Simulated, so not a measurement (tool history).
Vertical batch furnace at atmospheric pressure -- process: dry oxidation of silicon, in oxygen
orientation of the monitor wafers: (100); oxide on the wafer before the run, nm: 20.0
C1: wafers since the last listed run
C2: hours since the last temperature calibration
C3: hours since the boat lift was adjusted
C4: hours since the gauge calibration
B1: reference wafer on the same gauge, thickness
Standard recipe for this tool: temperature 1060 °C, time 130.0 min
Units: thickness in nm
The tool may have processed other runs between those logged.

run 1 hour=0.0 | temperature=1060 time=130.0 | C1=0 C2=3505.6 C3=1735.0 C4=460.2 | B1=154.66 | thickness=147.95
run 2 hour=59.5 | temperature=1060 time=130.0 | C1=597 C2=3565.1 C3=1794.5 C4=519.7 | B1=154.87 | thickness=149.05
-- hour=82.3 gauge calibrated
run 3 hour=98.0 | temperature=1060 time=130.0 | C1=386 C2=3603.6 C3=1833.0 C4=15.7 | B1=152.78 | thickness=145.49
run 4 hour=155.7 | temperature=1060 time=130.0 | C1=579 C2=3661.3 C3=1890.7 C4=73.4 | B1=153.24 | thickness=147.27
run 5 hour=216.3 | temperature=1060 time=130.0 | C1=608 C2=3721.9 C3=1951.3 C4=134.0 | B1=153.97 | thickness=147.62
run 6 hour=261.2 | temperature=1060 time=130.0 | C1=450 C2=3766.8 C3=1996.2 C4=178.9 | B1=154.49 | thickness=147.53
run 7 hour=302.4 | temperature=1060 time=130.0 | C1=413 C2=3808.0 C3=2037.4 C4=220.1 | B1=154.54 | thickness=148.22
run 8 hour=339.2 | temperature=1060 time=130.0 | C1=369 C2=3844.8 C3=2074.2 C4=256.9 | B1=154.73 | thickness=148.61
run 9 hour=392.1 | temperature=1040 time=161.0 | C1=531 C2=3897.7 C3=2127.1 C4=309.8 | B1=155.05 | thickness=145.37
-- hour=430.6 thermocouples replaced and temperature profile calibrated
run 10 hour=444.2 | temperature=1040 time=161.0 | C1=282 C2=13.6 C3=2179.2 C4=361.9 | B1=155.31 | thickness=145.65
-- hour=501.7 boat lift adjusted
run 11 hour=502.2 | temperature=1053 time=173.5 | C1=341 C2=71.6 C3=0.5 C4=419.9 | B1=155.48 | thickness=168.69
run 12 hour=536.1 | temperature=1060 time=130.0 | C1=340 C2=105.5 C3=34.4 C4=453.8 | B1=155.35 | thickness=149.64
run 13 hour=578.5 | temperature=1070 time=180.0 | C1=425 C2=147.9 C3=76.8 C4=496.2 | B1=155.37 | thickness=195.81
run 14 hour=632.7 | temperature=1060 time=130.0 | C1=544 C2=202.1 C3=131.0 C4=550.4 | B1=155.55 | thickness=148.88
-- hour=643.9 gauge calibrated
run 15 hour=660.7 | temperature=1060 time=130.0 | C1=281 C2=230.1 C3=159.0 C4=16.8 | B1=152.36 | thickness=146.30
run 16 hour=702.0 | temperature=1060 time=130.0 | C1=414 C2=271.4 C3=200.3 C4=58.1 | B1=152.70 | thickness=146.69
run 17 hour=744.0 | temperature=1038 time=74.5 | C1=421 C2=313.4 C3=242.3 C4=100.1 | B1=153.28 | thickness=89.01
run 18 hour=782.1 | temperature=1085 time=130.0 | C1=382 C2=351.5 C3=280.4 C4=138.2 | B1=153.67 | thickness=174.64
run 19 hour=836.0 | temperature=1070 time=130.0 | C1=541 C2=405.4 C3=334.3 C4=192.1 | B1=153.92 | thickness=158.88
run 20 hour=897.3 | temperature=1067 time=187.0 | C1=615 C2=466.7 C3=395.6 C4=253.4 | B1=154.41 | thickness=194.49
run 21 hour=934.1 | temperature=1043 time=185.0 | C1=369 C2=503.5 C3=432.4 C4=290.2 | B1=154.70 | thickness=163.30

Below are 3 alternative next runs, each starting from the tool's condition after run 21. Predict each:
run A hour=940.3 | temperature=1060 time=130.0 | C1=62 C2=509.7 C3=438.6 C4=296.4 | B1=? | thickness=?
run B hour=940.3 | temperature=1082 time=78.5 | C1=62 C2=509.7 C3=438.6 C4=296.4 | B1=? | thickness=?
run C hour=940.3 | temperature=1060 time=164.5 | C1=62 C2=509.7 C3=438.6 C4=296.4 | B1=? | thickness=?

run=A B1=154.52 thickness=147.65
run=B B1=154.52 thickness=127.05
run=C B1=154.52 thickness=170.67
What these runs would have given with no unlogged condition in the tool:
run=A thickness=145.10
run=B thickness=124.86
run=C thickness=167.72

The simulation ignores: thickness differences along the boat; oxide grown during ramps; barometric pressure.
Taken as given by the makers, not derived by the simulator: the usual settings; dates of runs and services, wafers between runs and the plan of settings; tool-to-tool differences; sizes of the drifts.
